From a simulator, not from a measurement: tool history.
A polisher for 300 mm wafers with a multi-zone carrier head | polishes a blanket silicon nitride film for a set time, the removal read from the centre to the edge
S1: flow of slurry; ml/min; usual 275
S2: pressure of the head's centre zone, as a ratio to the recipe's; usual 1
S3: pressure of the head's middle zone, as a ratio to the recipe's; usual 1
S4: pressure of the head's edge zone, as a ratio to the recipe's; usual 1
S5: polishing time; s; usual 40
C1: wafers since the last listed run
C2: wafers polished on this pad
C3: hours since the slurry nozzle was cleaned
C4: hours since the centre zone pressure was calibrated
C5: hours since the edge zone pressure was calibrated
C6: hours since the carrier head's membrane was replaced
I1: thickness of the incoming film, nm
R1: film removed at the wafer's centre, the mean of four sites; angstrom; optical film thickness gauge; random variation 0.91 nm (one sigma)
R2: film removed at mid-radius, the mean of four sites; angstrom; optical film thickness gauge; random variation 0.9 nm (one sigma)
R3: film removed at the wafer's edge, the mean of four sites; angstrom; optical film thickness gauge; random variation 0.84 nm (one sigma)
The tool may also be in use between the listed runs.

{"run": 1, "hour": 0.0, "S1": 275, "S2": 1, "S3": 1, "S4": 1, "S5": 40, "C1": 0, "C2": 696, "C3": 583.8, "C4": 287.8, "C5": 25.5, "C6": 1340.3, "I1": 388.3, "R1": 962, "R2": 971, "R3": 951}
{"hour": 18.1, "done": "slurry nozzle cleaned"}
{"run": 2, "hour": 97.2, "S1": 275, "S2": 1, "S3": 1, "S4": 0.96, "S5": 40, "C1": 1278, "C2": 1974, "C3": 79.1, "C4": 385, "C5": 122.7, "C6": 1437.5, "I1": 388.8, "R1": 974, "R2": 970, "R3": 943}
{"run": 3, "hour": 196.6, "S1": 350, "S2": 1, "S3": 1, "S4": 1, "S5": 40, "C1": 1321, "C2": 3295, "C3": 178.5, "C4": 484.4, "C5": 222.1, "C6": 1536.9, "I1": 390.5, "R1": 992, "R2": 986, "R3": 977}
{"run": 4, "hour": 258.8, "S1": 350, "S2": 1, "S3": 1, "S4": 1, "S5": 40, "C1": 826, "C2": 4122, "C3": 240.7, "C4": 546.6, "C5": 284.3, "C6": 1599.1, "I1": 388.7, "R1": 988, "R2": 997, "R3": 973}
{"hour": 324.5, "done": "carrier head's membrane replaced by a new one"}
{"run": 5, "hour": 325.0, "S1": 305, "S2": 1, "S3": 1.04, "S4": 1, "S5": 45, "C1": 813, "C2": 4935, "C3": 306.9, "C4": 612.8, "C5": 350.5, "C6": 0.5, "I1": 387.1, "R1": 1117, "R2": 1132, "R3": 1086}
{"run": 6, "hour": 395.9, "S1": 275, "S2": 1, "S3": 1, "S4": 0.94, "S5": 40, "C1": 942, "C2": 5878, "C3": 377.8, "C4": 683.7, "C5": 421.4, "C6": 71.4, "I1": 391.7, "R1": 996, "R2": 976, "R3": 920}
{"run": 7, "hour": 442.0, "S1": 275, "S2": 1, "S3": 1.04, "S4": 1, "S5": 44, "C1": 612, "C2": 6491, "C3": 423.9, "C4": 729.8, "C5": 467.5, "C6": 117.5, "I1": 390.7, "R1": 1104, "R2": 1106, "R3": 1066}
{"hour": 491.1, "done": "worn pad replaced by a new one, of another model than before"}
{"hour": 496.2, "done": "centre zone pressure recalibrated"}
{"hour": 515.6, "done": "edge zone pressure recalibrated"}
{"hour": 613.8, "done": "slurry nozzle cleaned"}
{"run": 8, "hour": 760.3, "S1": 190, "S2": 1.04, "S3": 1.12, "S4": 1, "S5": 40, "C1": 4111, "C2": 3511, "C3": 146.5, "C4": 264.1, "C5": 244.7, "C6": 435.8, "I1": 386.2, "R1": 927, "R2": 995, "R3": 898}
{"run": 9, "hour": 831.7, "S1": 185, "S2": 1.07, "S3": 1.07, "S4": 1.1, "S5": 40, "C1": 949, "C2": 4460, "C3": 217.9, "C4": 335.5, "C5": 316.1, "C6": 507.2, "I1": 390, "R1": 948, "R2": 967, "R3": 946}
{"run": 10, "hour": 890.3, "S1": 190, "S2": 1, "S3": 1, "S4": 1, "S5": 35, "C1": 778, "C2": 5239, "C3": 276.5, "C4": 394.1, "C5": 374.7, "C6": 565.8, "I1": 395.1, "R1": 783, "R2": 795, "R3": 784}
{"run": 11, "hour": 956.7, "S1": 275, "S2": 1.04, "S3": 1.07, "S4": 1.1, "S5": 29, "C1": 882, "C2": 6121, "C3": 342.9, "C4": 460.5, "C5": 441.1, "C6": 632.2, "I1": 389.2, "R1": 731, "R2": 734, "R3": 723}
{"hour": 1026.7, "done": "edge zone pressure recalibrated"}
{"run": 12, "hour": 1044.1, "S1": 275, "S2": 1, "S3": 1, "S4": 1, "S5": 40, "C1": 1135, "C2": 7257, "C3": 430.3, "C4": 547.9, "C5": 17.4, "C6": 719.6, "I1": 387.6, "R1": 984, "R2": 972, "R3": 951}
{"hour": 1112.7, "done": "worn pad replaced by a new one"}
{"run": 13, "hour": 1148.9, "S1": 220, "S2": 1, "S3": 1, "S4": 1, "S5": 40, "C1": 1339, "C2": 480, "C3": 535.1, "C4": 652.7, "C5": 122.2, "C6": 824.4, "I1": 391.8, "R1": 950, "R2": 939, "R3": 938}
{"hour": 1177.9, "done": "slurry nozzle cleaned"}
{"run": 14, "hour": 1240.0, "S1": 275, "S2": 1, "S3": 1, "S4": 1, "S5": 40, "C1": 1197, "C2": 1678, "C3": 62.1, "C4": 743.8, "C5": 213.3, "C6": 915.5, "I1": 394.9, "R1": 1005, "R2": 969, "R3": 952}
{"run": 15, "hour": 1276.5, "S1": 315, "S2": 1.08, "S3": 0.92, "S4": 0.92, "S5": 40, "C1": 485, "C2": 2163, "C3": 98.6, "C4": 780.3, "C5": 249.8, "C6": 952, "I1": 392, "R1": 1081, "R2": 901, "R3": 930}
{"run": 16, "hour": 1344.2, "S1": 275, "S2": 1, "S3": 1, "S4": 1, "S5": 40, "C1": 899, "C2": 3063, "C3": 166.3, "C4": 848, "C5": 317.5, "C6": 1019.7, "I1": 391, "R1": 1038, "R2": 980, "R3": 943}
{"run": 17, "hour": 1430.7, "S1": 275, "S2": 0.95, "S3": 1, "S4": 1, "S5": 40, "C1": 1149, "C2": 4213, "C3": 252.8, "C4": 934.5, "C5": 404, "C6": 1106.2, "I1": 391.1, "R1": 993, "R2": 964, "R3": 957}
{"hour": 1436.1, "done": "centre zone pressure recalibrated"}
{"run": 18, "hour": 1510.4, "S1": 275, "S2": 0.9, "S3": 1, "S4": 1, "S5": 40, "C1": 1032, "C2": 5245, "C3": 332.5, "C4": 74.3, "C5": 483.7, "C6": 1185.9, "I1": 387, "R1": 878, "R2": 990, "R3": 943}
{"hour": 1572.0, "done": "edge zone pressure recalibrated"}
{"run": 19, "hour": 1587.9, "S1": 275, "S2": 1, "S3": 1, "S4": 1, "S5": 40, "C1": 1003, "C2": 6249, "C3": 410, "C4": 151.8, "C5": 15.9, "C6": 1263.4, "I1": 397.4, "R1": 954, "R2": 978, "R3": 951}
{"hour": 1645.6, "done": "worn pad replaced by a new one"}
{"run": 20, "hour": 1672.6, "S1": 275, "S2": 1, "S3": 0.9, "S4": 1, "S5": 31, "C1": 1072, "C2": 359, "C3": 494.7, "C4": 236.5, "C5": 100.6, "C6": 1348.1, "I1": 388.2, "R1": 741, "R2": 699, "R3": 746}
{"hour": 1765.9, "done": "slurry nozzle cleaned"}
{"run": 21, "hour": 1766.4, "S1": 275, "S2": 0.91, "S3": 1, "S4": 1, "S5": 40, "C1": 1233, "C2": 1592, "C3": 0.5, "C4": 330.3, "C5": 194.4, "C6": 1441.9, "I1": 391.5, "R1": 899, "R2": 987, "R3": 951}
{"run": 22, "hour": 1868.8, "S1": 275, "S2": 0.95, "S3": 1, "S4": 1.04, "S5": 35, "C1": 1361, "C2": 2953, "C3": 102.9, "C4": 432.7, "C5": 296.8, "C6": 1544.3, "I1": 391.1, "R1": 814, "R2": 836, "R3": 852}
{"hour": 1921.3, "done": "carrier head's membrane replaced by a new one"}
{"run": 23, "hour": 1936.3, "S1": 275, "S2": 1, "S3": 1.08, "S4": 0.93, "S5": 52, "C1": 830, "C2": 3784, "C3": 170.4, "C4": 500.2, "C5": 364.3, "C6": 15, "I1": 390.9, "R1": 1258, "R2": 1331, "R3": 1208}

Hidden state or all else? Some run-to-run changes of R1, split into what the settings, what came in and random variation would give without the hidden state, and what is left for the hidden state (with any gauge scatter that isn't in both results):
The hidden state here: removal rate lost through wear of the pad, %; slurry flow missing at the pad, %; deviation of the centre zone's pressure from its setpoint, %; deviation of the edge zone's pressure from its setpoint, %.
Run 7 -> 8: S1 275 -> 190, S2 1 -> 1.04, S3 1.04 -> 1.12, S5 44 -> 40, worn pad replaced by a new one, of another model than before, centre zone pressure recalibrated, edge zone pressure recalibrated, slurry nozzle cleaned. R1 -177 angstrom: hidden state -51, all else -126.
Run 11 -> 12: S2 1.04 -> 1, S3 1.07 -> 1, S4 1.1 -> 1, S5 29 -> 40, edge zone pressure recalibrated. R1 +253 angstrom: hidden state +14, all else +239.
Run 17 -> 18: S2 0.95 -> 0.9, centre zone pressure recalibrated. R1 -115 angstrom: hidden state -85, all else -30.
Run 22 -> 23: S2 0.95 -> 1, S3 1 -> 1.08, S4 1.04 -> 0.93, S5 35 -> 52, carrier head's membrane replaced by a new one. R1 +444 angstrom: hidden state +13, all else +431.

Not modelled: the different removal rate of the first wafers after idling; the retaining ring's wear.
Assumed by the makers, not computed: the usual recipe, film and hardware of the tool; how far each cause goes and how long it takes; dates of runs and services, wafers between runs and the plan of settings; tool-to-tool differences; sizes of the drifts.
